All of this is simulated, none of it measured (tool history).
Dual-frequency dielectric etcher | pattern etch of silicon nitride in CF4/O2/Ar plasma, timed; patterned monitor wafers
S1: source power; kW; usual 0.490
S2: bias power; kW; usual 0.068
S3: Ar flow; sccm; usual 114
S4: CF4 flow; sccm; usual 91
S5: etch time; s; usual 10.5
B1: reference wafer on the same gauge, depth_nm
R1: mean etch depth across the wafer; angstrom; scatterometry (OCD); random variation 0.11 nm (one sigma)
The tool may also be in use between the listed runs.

Run 1, hour 0.0: usual settings but S2 0.076 kW, S3 99 sccm; B1 22.99. Result: R1 216.5 angstrom.
Run 2, hour 9.8: usual settings but S4 113 sccm; B1 22.96. Result: R1 210.2 angstrom.
Run 3, hour 18.4: usual settings; B1 22.99. Result: R1 204.9 angstrom.
At hour 35.9: Ar flow controller replaced.
Run 4, hour 36.4: usual settings but S1 0.440 kW, S3 92 sccm, S4 106 sccm; B1 23.00. Result: R1 189.6 angstrom.
Run 5, hour 46.6: usual settings but S4 110 sccm; B1 23.06. Result: R1 208.7 angstrom.
Run 6, hour 62.5: usual settings but S2 0.063 kW, S5 11.5 s; B1 23.05. Result: R1 218.1 angstrom.
Run 7, hour 74.4: usual settings; B1 22.99. Result: R1 203.4 angstrom.
At hour 108.7: wet clean of the chamber.
Run 8, hour 127.9: usual settings but S1 0.600 kW, S2 0.058 kW; B1 22.96. Result: R1 246.9 angstrom.
Run 9, hour 138.5: usual settings but S1 0.380 kW; B1 23.02. Result: R1 163.2 angstrom.
At hour 144.7: CF4 flow controller replaced.
Run 10, hour 147.9: usual settings but S2 0.061 kW, S4 80 sccm, S5 9.5 s; B1 23.01. Result: R1 183.6 angstrom.
Run 11, hour 155.8: usual settings but S1 0.520 kW, S2 0.083 kW, S4 105 sccm, S5 9.0 s; B1 23.02. Result: R1 210.2 angstrom.
At hour 163.6: source power generator calibrated.
Run 12, hour 165.0: usual settings; B1 22.98. Result: R1 213.6 angstrom.
Run 13, hour 176.6: usual settings but S1 0.590 kW, S2 0.079 kW, S3 140 sccm, S4 84 sccm; B1 22.96. Result: R1 265.1 angstrom.
Run 14, hour 193.0: usual settings but S1 0.610 kW, S2 0.080 kW, S3 98 sccm, S5 7.5 s; B1 22.96. Result: R1 205.0 angstrom.
Run 15, hour 202.9: usual settings; B1 22.98. Result: R1 211.7 angstrom.
Run 16, hour 220.1: usual settings but S3 106 sccm, S5 12.0 s; B1 23.03. Result: R1 245.2 angstrom.
Run 17, hour 229.5: usual settings but S1 0.560 kW, S3 141 sccm, S4 103 sccm, S5 11.5 s; B1 22.99. Result: R1 264.7 angstrom.
Run 18, hour 236.3: usual settings; B1 23.04. Result: R1 210.9 angstrom.
Run 19, hour 244.0: usual settings but S3 102 sccm; B1 22.95. Result: R1 214.6 angstrom.
Run 20, hour 250.0: usual settings but S2 0.081 kW, S3 123 sccm; B1 23.01. Result: R1 222.2 angstrom.
Run 21, hour 265.5: usual settings but S2 0.062 kW, S5 12.0 s; B1 22.98. Result: R1 233.7 angstrom.
Run 22, hour 278.5: usual settings but S5 9.5 s; B1 23.02. Result: R1 190.1 angstrom.

3 ways to go on from here, each from the tool as it stands after run 22. What would each give?
Run A, hour 278.9: usual settings but S5 12.5 s; B1 ?. Result: R1 ?.
Run B, hour 278.9: usual settings but S2 0.057 kW, S3 130 sccm; B1 ?. Result: R1 ?.
Run C, hour 278.9: usual settings but S1 0.440 kW, S3 124 sccm; B1 ?. Result: R1 ?.

run     B1     R1
  A  23.00  249.7
  B  23.00  194.1
  C  23.00  185.7
Without the tool's hidden state the same runs would have given:
run     R1
  A  256.0
  B  199.0
  C  190.4
